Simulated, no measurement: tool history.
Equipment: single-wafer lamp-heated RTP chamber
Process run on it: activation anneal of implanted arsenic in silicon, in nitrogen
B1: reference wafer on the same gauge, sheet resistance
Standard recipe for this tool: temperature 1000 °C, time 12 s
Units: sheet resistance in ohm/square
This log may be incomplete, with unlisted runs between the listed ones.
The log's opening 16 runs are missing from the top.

{"run": 17, "hour": 787.9, "temperature": 1000, "time": 12, "B1": 142.15, "sheet resistance": 149.2}
{"run": 18, "hour": 818.8, "temperature": 1000, "time": 17, "B1": 141.99, "sheet resistance": 141.69}
{"run": 19, "hour": 871.3, "temperature": 1025, "time": 14, "B1": 142.12, "sheet resistance": 135.13}
{"run": 20, "hour": 928.5, "temperature": 1000, "time": 12, "B1": 141.75, "sheet resistance": 148.66}
{"run": 21, "hour": 1000.0, "temperature": 1000, "time": 7, "B1": 141.91, "sheet resistance": 154.39}
{"run": 22, "hour": 1069.6, "temperature": 976, "time": 7, "B1": 142.11, "sheet resistance": 162.08}
{"run": 23, "hour": 1106.2, "temperature": 983, "time": 5, "B1": 141.86, "sheet resistance": 163.61}
{"run": 24, "hour": 1168.6, "temperature": 1018, "time": 17, "B1": 141.97, "sheet resistance": 132.74}
{"run": 25, "hour": 1195.1, "temperature": 1028, "time": 10, "B1": 142.06, "sheet resistance": 137.52}
{"hour": 1217.9, "done": "pyrometer window cleaned and pyrometer calibrated"}
{"run": 26, "hour": 1219.3, "temperature": 1025, "time": 8, "B1": 141.75, "sheet resistance": 146.34}
{"run": 27, "hour": 1287.4, "temperature": 1023, "time": 9, "B1": 142.33, "sheet resistance": 145.02}
{"run": 28, "hour": 1337.1, "temperature": 1011, "time": 9, "B1": 141.91, "sheet resistance": 150.22}
{"run": 29, "hour": 1363.9, "temperature": 1000, "time": 7, "B1": 142.1, "sheet resistance": 157.09}
{"run": 30, "hour": 1390.7, "temperature": 1000, "time": 12, "B1": 142.04, "sheet resistance": 149.09}
{"run": 31, "hour": 1428.4, "temperature": 1000, "time": 6, "B1": 142.02, "sheet resistance": 158.69}
{"run": 32, "hour": 1453.3, "temperature": 1000, "time": 15, "B1": 141.99, "sheet resistance": 145.53}
{"hour": 1516.9, "done": "reflector plate cleaned"}
{"run": 33, "hour": 1517.4, "temperature": 970, "time": 12, "B1": 142.09, "sheet resistance": 160.94}
{"run": 34, "hour": 1550.3, "temperature": 1000, "time": 12, "B1": 141.92, "sheet resistance": 148.82}
{"run": 35, "hour": 1591.0, "temperature": 1000, "time": 18, "B1": 141.91, "sheet resistance": 142.93}

Branching from run 35: 3 alternative next runs. What would each branch give?
{"run": "A", "hour": 1591.4, "temperature": 972, "time": 12, "B1": "?", "sheet resistance": "?"}
{"run": "B", "hour": 1591.4, "temperature": 1016, "time": 12, "B1": "?", "sheet resistance": "?"}
{"run": "C", "hour": 1591.4, "temperature": 1000, "time": 8, "B1": "?", "sheet resistance": "?"}

run=A B1=142.23 sheet_resistance=159.81
run=B B1=142.23 sheet_resistance=140.88
run=C B1=142.23 sheet_resistance=153.15
Take away the tool's hidden state, keep each run's random variation, and the runs would have read:
run=A sheet_resistance=162.87
run=B sheet_resistance=143.79
run=C sheet_resistance=156.09

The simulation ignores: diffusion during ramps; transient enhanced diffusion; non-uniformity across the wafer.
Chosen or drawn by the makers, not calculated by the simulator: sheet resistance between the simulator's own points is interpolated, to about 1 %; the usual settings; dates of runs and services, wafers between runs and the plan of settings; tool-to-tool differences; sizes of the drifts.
